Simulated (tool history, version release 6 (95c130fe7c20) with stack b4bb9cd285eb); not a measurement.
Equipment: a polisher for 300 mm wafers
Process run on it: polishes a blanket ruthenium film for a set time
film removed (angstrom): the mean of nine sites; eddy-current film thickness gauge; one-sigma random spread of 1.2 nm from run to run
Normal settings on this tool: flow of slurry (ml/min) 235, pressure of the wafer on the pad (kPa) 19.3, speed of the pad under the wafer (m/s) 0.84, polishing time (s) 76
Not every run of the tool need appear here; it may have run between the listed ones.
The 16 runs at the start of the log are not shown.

run      day  flow of slurry (ml/min)  pressure of the wafer on the pad (kPa)  speed of the pad under the wafer (m/s)  polishing time (s)  wafers since the last listed run  wafers polished on this pad  hours since the slurry nozzle was cleaned  hours since the head pressure was calibrated  incoming thickness of the incoming film, nm  film removed (angstrom)
      51.008  -- head pressure recalibrated
 17   52.879                      170                                    19.3                                    0.66                  76                               769                         1931                                       81.1                                          44.9                                        325.2                      636
 18   55.512                      235                                    19.3                                    0.84                  76                               745                         2676                                      144.3                                         108.1                                        320.2                      831
 19   58.696                      235                                    19.3                                     0.7                  76                               901                         3578                                      220.7                                         184.5                                        321.5                      660
 20   60.629                      235                                    19.3                                    0.84                  76                               547                         4125                                      267.1                                         230.9                                        324.1                      790
 21   62.696                      235                                    19.3                                    1.02                  76                               585                         4710                                      316.7                                         280.5                                        321.2                      986
 22   66.729                      235                                    19.3                                    0.84                  76                              1142                         5852                                      413.5                                         377.3                                        318.8                      792
 23   71.029                      200                                    19.3                                    0.84                  76                              1217                         7070                                      516.7                                         480.5                                        320.3                      766
 24   74.679                      235                                    19.3                                    0.84                  76                              1033                         8103                                      604.3                                         568.1                                        321.3                      738
      74.738  -- slurry nozzle cleaned
      76.471  -- worn pad replaced by a new one
 25    76.95                      170                                    14.5                                     1.1                  76                               583                          135                                       53.1                                         622.6                                        322.7                      804
 26   79.083                      210                                    19.3                                    0.74                  67                               604                          739                                      104.3                                         673.8                                        326.4                      651
 27   81.583                      315                                    19.3                                    0.84                  76                               707                         1447                                      164.3                                         733.8                                        316.7                      847
       84.05  -- head pressure recalibrated
 28   84.996                      195                                    22.8                                    0.98                  76                               942                         2390                                      246.2                                          22.7                                        320.8                     1100
 29   89.388                      200                                    19.3                                    0.84                  76                              1243                         3633                                      351.6                                         128.1                                        316.7                      804
 30   92.842                      235                                    19.3                                    0.84                 103                               978                         4611                                      434.5                                           211                                        317.6                     1038
 31    96.05                      235                                    19.3                                    0.84                  76                               908                         5519                                      511.5                                           288                                        321.3                      782
 32   98.442                      280                                    15.9                                    0.72                  76                               677                         6197                                      568.9                                         345.4                                        315.9                      560
 33  100.333                      235                                    15.2                                    0.84                  76                               535                         6732                                      614.3                                         390.8                                        318.3                      597
 34  102.354                      235                                    19.3                                    0.84                  76                               572                         7304                                      662.8                                         439.3                                        317.6                      769
     103.571  -- slurry nozzle cleaned
 35  106.529                      235                                    19.3                                    0.98                  52                              1170                         8475                                         71                                         539.5                                        323.6                      597
     108.417  -- worn pad replaced by a new one
 36  110.725                      260                                    22.1                                    0.84                  76                              1140                          653                                      171.7                                         640.2                                        316.1                      957
 37  113.175                      195                                    15.2                                    0.56                  76                               693                         1346                                      230.5                                           699                                          315                      440

4 options for the next run, each taken on its own from the tool as it stands now. Forecast them:
  A  113.196                      235                                    19.3                                    0.84                  76                                 5                         1352                                        231                                         699.5                                        321.5                        ?
  B  113.196                      195                                    19.3                                    0.66                 102                                 5                         1352                                        231                                         699.5                                        321.5                        ?
  C  113.196                      285                                    19.3                                    0.84                  76                                 5                         1352                                        231                                         699.5                                        321.5                        ?
  D  113.196                      235                                    15.2                                    0.84                  59                                 5                         1352                                        231                                         699.5                                        321.5                        ?

run  film removed (angstrom)
  A                      840
  B                      871
  C                      853
  D                      518
With the hidden condition removed and each run's random variation left untouched, the same runs would have given:
run  film removed (angstrom)
  A                      865
  B                      897
  C                      878
  D                      533
